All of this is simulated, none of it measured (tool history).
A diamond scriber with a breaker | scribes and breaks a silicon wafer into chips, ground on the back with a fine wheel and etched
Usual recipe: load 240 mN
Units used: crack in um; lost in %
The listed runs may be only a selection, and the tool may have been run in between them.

| run | hour | load | incoming depth of the damage left on the back of the incoming wafer, um | crack | lost |
|---|---|---|---|---|---|
| 1 | 0 | 265 | 0.47 | 8.19 | 4.32 |
| 2 | 11.2 | 265 | 0.44 | 8.2 | 4.86 |
| 3 | 26.2 | 240 | 0.6 | 7.79 | 7.72 |
| 4 | 35.3 | 240 | 0.45 | 7.68 | 8.58 |
| 5 | 45.9 | 193 | 0.62 | 6.91 | 18.91 |
| 6 | 59.1 | 193 | 0.3 | 6.92 | 20.36 |
| 7 | 72.8 | 193 | 0.78 | 6.89 | 18.88 |
|  | 78.1 | load on the tip recalibrated |
| 8 | 88.1 | 274 | 0.68 | 8.46 | 4.13 |
| 9 | 98.4 | 274 | 0.68 | 8.38 | 4.75 |
| 10 | 108.2 | 274 | 0.52 | 8.25 | 5.52 |
| 11 | 123.2 | 240 | 0.43 | 7.63 | 9.84 |
| 12 | 137.9 | 240 | 0.49 | 7.66 | 9.63 |
| 13 | 151.7 | 179 | 0.62 | 6.4 | 26.21 |
| 14 | 162 | 240 | 0.67 | 7.62 | 10.98 |
|  | 168.8 | diamond tip replaced by a new one |
| 15 | 179.2 | 280 | 0.5 | 10.02 | 4.11 |
| 16 | 190.9 | 273 | 0.42 | 10.13 | 3.2 |
| 17 | 203.3 | 284 | 0.4 | 10.32 | 3.52 |
| 18 | 215 | 210 | 0.71 | 8.58 | 3.26 |
| 19 | 231.1 | 196 | 0.7 | 8.15 | 5.19 |
| 20 | 244.8 | 178 | 0.41 | 7.72 | 8.07 |

5 options for the next run, each taken on its own from the tool as it stands now. Forecast them:
| A | 245.4 | 268 | 0.47 | ? | ? |
| B | 245.4 | 211 | 0.47 | ? | ? |
| C | 245.4 | 185 | 0.47 | ? | ? |
| D | 245.4 | 286 | 0.47 | ? | ? |
| E | 245.4 | 200 | 0.47 | ? | ? |

| run | crack | lost |
|---|---|---|
| A | 9.73 | 2.43 |
| B | 8.49 | 3.56 |
| C | 7.89 | 7.41 |
| D | 10.11 | 3.57 |
| E | 8.24 | 4.88 |
Had the tool no hidden state, the same runs would have come out as:
| run | crack | lost |
|---|---|---|
| A | 9.87 | 2.78 |
| B | 8.61 | 3.07 |
| C | 8 | 6.51 |
| D | 10.25 | 4.15 |
| E | 8.35 | 4.21 |
